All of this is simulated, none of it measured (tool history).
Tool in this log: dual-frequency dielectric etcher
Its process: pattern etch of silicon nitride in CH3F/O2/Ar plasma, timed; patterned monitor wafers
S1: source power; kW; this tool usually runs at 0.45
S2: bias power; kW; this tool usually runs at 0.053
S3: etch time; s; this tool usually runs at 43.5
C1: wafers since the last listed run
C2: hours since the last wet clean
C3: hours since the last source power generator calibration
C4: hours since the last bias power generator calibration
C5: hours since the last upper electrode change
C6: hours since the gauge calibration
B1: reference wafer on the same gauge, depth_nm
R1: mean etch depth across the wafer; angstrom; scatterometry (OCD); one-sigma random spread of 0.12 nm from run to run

run	day	S1	S2	S3	C1	C2	C3	C4	C5	C6	B1	R1
1	0	0.45	0.059	43.5	0	91.3	2294.4	2971.5	2055.5	497.6	24.95	290.2
# day 0.942: gauge calibrated
2	1.017	0.45	0.059	43.5	192	115.7	2318.8	2995.9	2079.9	1.8	25.52	294.9
3	2.092	0.45	0.059	43.5	203	141.5	2344.6	3021.7	2105.7	27.6	25.45	294.2
4	2.742	0.41	0.053	53	123	157.1	2360.2	3037.3	2121.3	43.2	25.4	332.6
5	3.538	0.53	0.053	43.5	150	176.2	2379.3	3056.4	2140.4	62.3	25.33	308
6	5.408	0.45	0.053	43.5	354	221.1	2424.2	3101.3	2185.3	107.2	25.25	284.3
7	6.679	0.45	0.053	43.5	240	251.6	2454.7	3131.8	2215.8	137.7	25.21	283.3
8	7.921	0.45	0.053	43.5	235	281.4	2484.5	3161.6	2245.6	167.5	25.17	281.5
9	8.846	0.45	0.053	43.5	175	303.6	2506.7	3183.8	2267.8	189.7	25.15	282.3
10	10.038	0.45	0.053	43.5	225	332.2	2535.3	3212.4	2296.4	218.3	25.11	281.8
11	11.179	0.41	0.047	43.5	216	359.6	2562.7	3239.8	2323.8	245.7	25.06	259.2
# day 12.296: source power generator calibrated
12	12.317	0.41	0.047	43.5	183	386.9	0.5	3267.1	2351.1	273	25.07	258.6
13	13.671	0.45	0.053	52	256	419.4	33	3299.6	2383.6	305.5	25.06	336.8
# day 14.358: bias power generator calibrated
14	14.404	0.45	0.045	37	107	437	50.6	1.1	2401.2	323.1	25.03	227.2
# day 15.571: wet clean of the chamber
15	15.592	0.34	0.047	37	35	0.5	79.1	29.6	2429.7	351.6	25.03	198.8
16	16.796	0.45	0.062	43.5	228	29.4	108	58.5	2458.6	380.5	25	293
17	18.288	0.39	0.058	43.5	282	65.2	143.8	94.3	2494.4	416.3	24.99	268.5
# day 19.521: upper electrode replaced
18	19.542	0.45	0.053	43.5	48	95.3	173.9	124.4	0.5	446.4	24.99	280
19	20.142	0.38	0.053	38.5	113	109.7	188.3	138.8	14.9	460.8	24.99	228.1
20	20.775	0.54	0.048	50	119	124.9	203.5	154	30.1	476	24.96	340.7
21	21.45	0.45	0.053	43.5	127	141.1	219.7	170.2	46.3	492.2	24.95	280.9
# day 21.479: gauge calibrated
22	22.833	0.45	0.053	43.5	262	174.3	252.9	203.4	79.5	32.5	25.37	283.6
23	23.904	0.45	0.053	43.5	202	200	278.6	229.1	105.2	58.2	25.33	282.5
24	25.254	0.45	0.053	43.5	255	232.4	311	261.5	137.6	90.6	25.23	283.3
25	25.767	0.45	0.053	43.5	97	244.7	323.3	273.8	149.9	102.9	25.22	282.2
26	26.358	0.37	0.064	43.5	112	258.9	337.5	288	164.1	117.1	25.18	269.5
27	27.825	0.45	0.057	36.5	277	294.1	372.7	323.2	199.3	152.3	25.12	242.4
28	28.429	0.45	0.053	36	114	308.6	387.2	337.7	213.8	166.8	25.09	234.6
29	29.754	0.45	0.064	37.5	251	340.4	419	369.5	245.6	198.6	25.07	255.9

Branching from run 29: 5 alternative next runs. What would each branch give?
A	29.771	0.45	0.053	43.5	3	340.8	419.4	369.9	246	199	?	?
B	29.771	0.45	0.061	38	3	340.8	419.4	369.9	246	199	?	?
C	29.771	0.42	0.057	51.5	3	340.8	419.4	369.9	246	199	?	?
D	29.771	0.55	0.049	54.5	3	340.8	419.4	369.9	246	199	?	?
E	29.771	0.45	0.042	43.5	3	340.8	419.4	369.9	246	199	?	?

run	B1	R1
A	25.07	280.4
B	25.07	254.8
C	25.07	327.1
D	25.07	379.9
E	25.07	263.9
Without the tool's hidden state the same runs would have given:
run	R1
A	285.2
B	259.1
C	332.7
D	386.3
E	268.3
